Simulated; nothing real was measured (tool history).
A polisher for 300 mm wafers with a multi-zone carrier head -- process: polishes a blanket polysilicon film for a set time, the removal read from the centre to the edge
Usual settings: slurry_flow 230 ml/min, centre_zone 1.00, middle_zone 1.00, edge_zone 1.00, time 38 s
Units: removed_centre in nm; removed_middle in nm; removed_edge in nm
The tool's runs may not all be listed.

run     day  slurry_flow  centre_zone  middle_zone  edge_zone  time  wafers since the last listed run  wafers polished on this pad  hours since the slurry nozzle was cleaned  hours since the centre zone pressure was calibrated  hours since the edge zone pressure was calibrated  hours since the carrier head's membrane was replaced  incoming thickness of the incoming film, nm  removed_centre  removed_middle  removed_edge
  1   0.000          230         1.00         1.00       1.00    38                                 0                         3492                                       35.2                                               1235.0                                              138.4                                                 664.0                                       1878.9           169.8           172.0         176.5
  2   1.804          230         1.00         1.00       1.00    38                               457                         3950                                       78.5                                               1278.3                                              181.7                                                 707.3                                       1879.9           166.0           173.0         177.7
  3   3.883          230         1.00         1.07       1.00    38                               527                         4477                                      128.4                                               1328.2                                              231.6                                                 757.2                                       1850.0           166.1           177.6         171.7
  4   5.979          230         1.00         1.07       1.00    38                               531                         5009                                      178.7                                               1378.5                                              281.9                                                 807.5                                       1891.8           161.7           174.5         169.1
      6.188  -- worn pad replaced by a new one
  5   9.942          230         1.00         1.07       1.00    38                               962                          951                                      273.8                                               1473.6                                              377.0                                                 902.6                                       1858.5           183.0           189.5         183.8
  6  12.129          230         1.00         1.00       1.00    38                               554                         1506                                      326.3                                               1526.1                                              429.5                                                 955.1                                       1861.2           180.6           177.3         182.7
     13.362  -- centre zone pressure recalibrated
  7  14.146          230         0.92         1.00       1.00    43                               490                         1997                                      374.7                                                 18.8                                              477.9                                                1003.5                                       1847.4           189.6           196.9         203.1
     14.571  -- edge zone pressure recalibrated
  8  18.058          295         1.00         1.00       1.00    33                               971                         2968                                      468.6                                                112.7                                               83.7                                                1097.4                                       1879.7           156.0           153.7         154.1
     20.721  -- slurry nozzle cleaned
  9  21.221          230         0.90         1.00       1.04    38                               791                         3759                                       12.0                                                188.6                                              159.6                                                1173.3                                       1906.9           157.3           167.1         171.5
     23.592  -- worn pad replaced by a new one
 10  25.588          230         1.04         1.00       1.00    49                              1065                          505                                      116.8                                                293.4                                              264.4                                                1278.1                                       1860.7           237.4           235.3         243.3
 11  29.612          230         1.00         1.07       1.00    38                              1020                         1526                                      213.4                                                390.0                                              361.0                                                1374.7                                       1886.8           183.6           187.7         180.5
     33.500  -- edge zone pressure recalibrated
 12  33.800          180         1.00         0.91       1.00    38                              1040                         2567                                      313.9                                                490.5                                                7.2                                                1475.2                                       1916.3           167.4           156.2         173.1
 13  36.762          230         1.00         1.00       1.00    38                               751                         3318                                      385.0                                                561.6                                               78.3                                                1546.3                                       1856.2           165.8           173.0         172.8
     39.217  -- slurry nozzle cleaned
 14  40.646          180         1.00         1.00       1.10    51                               974                         4293                                       34.3                                                654.8                                              171.5                                                1639.5                                       1854.1           215.9           217.3         228.4
     42.621  -- carrier head's membrane replaced by a new one
 15  43.800          180         0.89         1.00       1.00    46                               747                         5040                                      110.0                                                730.5                                              247.2                                                  28.3                                       1883.1           175.3           190.6         194.4
 16  45.417          170         1.00         1.00       1.00    38                               409                         5450                                      148.8                                                769.3                                              286.0                                                  67.1                                       1881.3           154.3           152.7         162.4
     46.221  -- worn pad replaced by a new one, of another model than before
     52.950  -- edge zone pressure recalibrated
 17  57.308          170         1.00         1.00       1.00    38                              2952                         2790                                      434.2                                               1054.7                                              104.6                                                 352.5                                       1913.4           154.9           157.3         162.2
 18  60.038          290         0.94         0.92       1.04    38                               692                         3482                                      499.7                                               1120.2                                              170.1                                                 418.0                                       1890.8           169.1           166.9         182.9
     62.033  -- slurry nozzle cleaned
 19  62.512          230         1.00         1.07       1.00    38                               617                         4099                                       11.5                                               1179.6                                              229.5                                                 477.4                                       1872.2           165.8           176.8         169.9
 20  64.208          230         1.00         1.10       1.00    34                               430                         4529                                       52.2                                               1220.3                                              270.2                                                 518.1                                       1881.5           145.4           160.2         149.6
     64.971  -- worn pad replaced by a new one
     67.329  -- centre zone pressure recalibrated
 21  67.962          230         1.00         0.96       1.00    38                               888                          737                                      142.3                                                 15.2                                              360.3                                                 608.2                                       1889.0           179.3           177.5         185.7
     71.050  -- edge zone pressure recalibrated
 22  71.196          165         1.00         1.00       1.00    38                               798                         1536                                      219.9                                                 92.8                                                3.5                                                 685.8                                       1881.7           149.6           158.1         166.9
 23  75.271          300         1.04         1.00       1.00    38                              1033                         2569                                      317.7                                                190.6                                              101.3                                                 783.6                                       1873.9           187.9           185.0         186.4

What if the next run were any one of these 3? Each begins from the tool's condition after run 23:
  A  75.288          230         1.00         1.00       1.00    38                                 4                         2573                                      318.1                                                191.0                                              101.7                                                 784.0                                       1874.3               ?               ?             ?
  B  75.288          230         1.00         1.09       1.06    44                                 4                         2573                                      318.1                                                191.0                                              101.7                                                 784.0                                       1874.3               ?               ?             ?
  C  75.288          285         1.00         1.00       1.06    38                                 4                         2573                                      318.1                                                191.0                                              101.7                                                 784.0                                       1874.3               ?               ?             ?

run  removed_centre  removed_middle  removed_edge
  A           172.6           173.5         179.5
  B           200.0           215.1         212.3
  C           180.0           180.2         188.9
Without the tool's hidden state the same runs would have given:
run  removed_centre  removed_middle  removed_edge
  A           184.7           185.6         192.1
  B           214.0           230.2         227.1
  C           192.6           192.8         202.1

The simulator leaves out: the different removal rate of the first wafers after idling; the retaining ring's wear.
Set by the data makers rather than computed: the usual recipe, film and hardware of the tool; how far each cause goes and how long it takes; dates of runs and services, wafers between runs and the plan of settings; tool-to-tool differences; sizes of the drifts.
